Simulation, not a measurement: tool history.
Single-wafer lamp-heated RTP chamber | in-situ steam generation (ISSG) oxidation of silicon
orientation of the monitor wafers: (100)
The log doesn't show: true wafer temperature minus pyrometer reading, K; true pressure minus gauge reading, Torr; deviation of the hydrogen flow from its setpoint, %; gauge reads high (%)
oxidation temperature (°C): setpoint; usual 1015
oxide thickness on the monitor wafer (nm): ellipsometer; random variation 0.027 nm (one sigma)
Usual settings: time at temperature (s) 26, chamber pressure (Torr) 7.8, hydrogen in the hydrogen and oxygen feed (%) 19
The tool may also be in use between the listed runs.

| run | hour | oxidation temperature (°C) | time at temperature (s) | chamber pressure (Torr) | hydrogen in the hydrogen and oxygen feed (%) | wafers since the last listed run | wafers since the last pyrometer calibration | hours since the pressure gauge was zeroed | hours since the hydrogen flow controller was replaced | hours since the gauge calibration | read-back reference wafer on the same gauge, thickness | oxide thickness on the monitor wafer (nm) |
|---|---|---|---|---|---|---|---|---|---|---|---|---|
| 1 | 0 | 1015 | 32 | 7.8 | 19 | 0 | 1978 | 1484.9 | 1527.4 | 35.5 | 5.49 | 7.579 |
|  | 81 | pyrometer window cleaned and pyrometer calibrated |
| 2 | 103.3 | 1015 | 32 | 7.8 | 19 | 1218 | 285 | 1588.2 | 1630.7 | 138.8 | 5.503 | 7.494 |
| 3 | 158.2 | 1015 | 26 | 7.8 | 19 | 702 | 987 | 1643.1 | 1685.6 | 193.7 | 5.507 | 6.76 |
| 4 | 194.7 | 1010 | 26 | 7.8 | 19 | 466 | 1454 | 1679.6 | 1722.1 | 230.2 | 5.507 | 6.645 |
| 5 | 240.3 | 1010 | 26 | 7.8 | 19 | 583 | 2037 | 1725.2 | 1767.7 | 275.8 | 5.506 | 6.667 |
|  | 291.5 | pyrometer window cleaned and pyrometer calibrated |
| 6 | 302.4 | 1015 | 26 | 7.8 | 19 | 691 | 139 | 1787.3 | 1829.8 | 337.9 | 5.503 | 7.008 |
| 7 | 346.4 | 1015 | 26 | 7.8 | 19 | 562 | 701 | 1831.3 | 1873.8 | 381.9 | 5.49 | 7.018 |
| 8 | 412.2 | 1015 | 26 | 7.8 | 14 | 841 | 1543 | 1897.1 | 1939.6 | 447.7 | 5.492 | 6.625 |
| 9 | 464.5 | 1015 | 26 | 7.8 | 14 | 668 | 2212 | 1949.4 | 1991.9 | 500 | 5.506 | 6.694 |
|  | 505.2 | pyrometer window cleaned and pyrometer calibrated, repeated, since the last time left the tool worse |
| 10 | 512.4 | 1015 | 26 | 7.8 | 19 | 510 | 91 | 1997.3 | 2039.8 | 547.9 | 5.504 | 6.789 |
| 11 | 576.7 | 1015 | 26 | 7.8 | 19 | 822 | 914 | 2061.6 | 2104.1 | 612.2 | 5.503 | 6.751 |
| 12 | 673.9 | 1015 | 35 | 7.8 | 19 | 1243 | 2157 | 2158.8 | 2201.3 | 709.4 | 5.503 | 8.019 |
|  | 677.9 | gauge calibrated |
|  | 706 | hydrogen flow controller replaced |
|  | 714 | pyrometer window cleaned and pyrometer calibrated |
| 13 | 737.7 | 1015 | 26 | 7.8 | 19 | 611 | 303 | 2222.6 | 31.7 | 59.8 | 5.503 | 6.794 |
|  | 796 | pressure gauge zeroed |
| 14 | 796.5 | 1015 | 26 | 7.8 | 25 | 649 | 952 | 0.5 | 90.5 | 118.6 | 5.491 | 7.282 |
| 15 | 825.2 | 1015 | 26 | 7.8 | 19 | 367 | 1320 | 29.2 | 119.2 | 147.3 | 5.5 | 6.804 |
| 16 | 877.8 | 1015 | 26 | 6.9 | 26 | 672 | 1992 | 81.8 | 171.8 | 199.9 | 5.496 | 7.302 |
| 17 | 929.4 | 1015 | 26 | 8.5 | 19 | 659 | 2652 | 133.4 | 223.4 | 251.5 | 5.505 | 6.881 |
|  | 947.5 | pyrometer window cleaned and pyrometer calibrated |
| 18 | 987.5 | 1015 | 17 | 7.8 | 23 | 640 | 511 | 191.5 | 281.5 | 309.6 | 5.494 | 5.706 |
| 19 | 1025.9 | 1015 | 26 | 7.8 | 19 | 491 | 1002 | 229.9 | 319.9 | 348 | 5.507 | 6.781 |
| 20 | 1056.7 | 1015 | 32 | 7.8 | 13 | 393 | 1396 | 260.7 | 350.7 | 378.8 | 5.501 | 6.977 |

Forecast each of these 4 alternatives for the next run:
| A | 1057.1 | 1015 | 26 | 7.8 | 19 | 5 | 1401 | 261.1 | 351.1 | 379.2 | ? | ? |
| B | 1057.1 | 1031 | 30 | 7.8 | 26 | 5 | 1401 | 261.1 | 351.1 | 379.2 | ? | ? |
| C | 1057.1 | 1029 | 36 | 7.8 | 19 | 5 | 1401 | 261.1 | 351.1 | 379.2 | ? | ? |
| D | 1057.1 | 1027 | 26 | 7.8 | 19 | 5 | 1401 | 261.1 | 351.1 | 379.2 | ? | ? |

| run | read-back reference wafer on the same gauge, thickness | oxide thickness on the monitor wafer (nm) |
|---|---|---|
| A | 5.496 | 6.812 |
| B | 5.496 | 8.563 |
| C | 5.496 | 8.691 |
| D | 5.496 | 7.232 |
Without the tool's hidden state the same runs would have given:
| run | oxide thickness on the monitor wafer (nm) |
|---|---|
| A | 6.739 |
| B | 8.46 |
| C | 8.584 |
| D | 7.149 |
